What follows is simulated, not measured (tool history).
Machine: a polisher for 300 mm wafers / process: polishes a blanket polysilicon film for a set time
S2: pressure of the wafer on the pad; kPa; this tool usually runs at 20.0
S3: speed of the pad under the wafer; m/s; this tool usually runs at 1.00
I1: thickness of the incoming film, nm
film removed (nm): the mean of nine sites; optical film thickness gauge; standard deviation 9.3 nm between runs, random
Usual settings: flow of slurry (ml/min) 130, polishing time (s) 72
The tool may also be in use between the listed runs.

run 1 hour=0.0 | flow_of_slurry_(ml/min)=130 S2=20.0 S3=1.00 polishing_time_(s)=72 | I1=1894.9 | film_removed_(nm)=617.9
run 2 hour=186.0 | flow_of_slurry_(ml/min)=130 S2=20.0 S3=1.00 polishing_time_(s)=72 | I1=1862.3 | film_removed_(nm)=630.7
run 3 hour=257.0 | flow_of_slurry_(ml/min)=130 S2=20.0 S3=1.00 polishing_time_(s)=72 | I1=1873.5 | film_removed_(nm)=617.0
run 4 hour=346.9 | flow_of_slurry_(ml/min)=130 S2=20.0 S3=1.00 polishing_time_(s)=72 | I1=1865.7 | film_removed_(nm)=640.8
run 5 hour=444.1 | flow_of_slurry_(ml/min)=130 S2=15.2 S3=0.92 polishing_time_(s)=72 | I1=1844.8 | film_removed_(nm)=455.0
run 6 hour=503.0 | flow_of_slurry_(ml/min)=130 S2=15.2 S3=0.92 polishing_time_(s)=72 | I1=1906.4 | film_removed_(nm)=445.5
run 7 hour=592.7 | flow_of_slurry_(ml/min)=130 S2=20.0 S3=1.00 polishing_time_(s)=72 | I1=1849.9 | film_removed_(nm)=626.4
run 8 hour=660.5 | flow_of_slurry_(ml/min)=130 S2=20.0 S3=1.00 polishing_time_(s)=72 | I1=1833.9 | film_removed_(nm)=628.0
run 9 hour=891.3 | flow_of_slurry_(ml/min)=130 S2=22.8 S3=1.20 polishing_time_(s)=72 | I1=1887.9 | film_removed_(nm)=810.1
run 10 hour=991.9 | flow_of_slurry_(ml/min)=155 S2=20.0 S3=1.22 polishing_time_(s)=56 | I1=1868.5 | film_removed_(nm)=607.8
run 11 hour=1070.2 | flow_of_slurry_(ml/min)=130 S2=22.8 S3=1.12 polishing_time_(s)=72 | I1=1883.9 | film_removed_(nm)=789.0
run 12 hour=1156.4 | flow_of_slurry_(ml/min)=130 S2=20.0 S3=1.00 polishing_time_(s)=72 | I1=1869.4 | film_removed_(nm)=642.7
run 13 hour=1253.2 | flow_of_slurry_(ml/min)=115 S2=22.1 S3=0.70 polishing_time_(s)=52 | I1=1864.8 | film_removed_(nm)=382.2
run 14 hour=1341.6 | flow_of_slurry_(ml/min)=130 S2=15.9 S3=1.00 polishing_time_(s)=72 | I1=1835.2 | film_removed_(nm)=495.1

Missing from the log above: 8 entries noted between runs. For each, name the pair of listed runs it sits between and say how the tool's hidden condition differs from the listed run just before to the listed run just after:
Run 1 -> run 2: slurry nozzle cleaned (hour 140.4); worn pad replaced by a new one (hour 185.5)
  the hidden state is the same at both runs
Run 5 -> run 6: worn pad replaced by a new one (hour 480.1)
  the hidden state is the same at both runs
Run 8 -> run 9: head pressure recalibrated (hour 730.8); worn pad replaced by a new one (hour 770.4); slurry nozzle cleaned (hour 774.9)
  the hidden state is the same at both runs
Run 10 -> run 11: worn pad replaced by a new one (hour 1035.9)
  the hidden state is the same at both runs
Run 13 -> run 14: worn pad replaced by a new one (hour 1304.9)
  the hidden state is the same at both runs
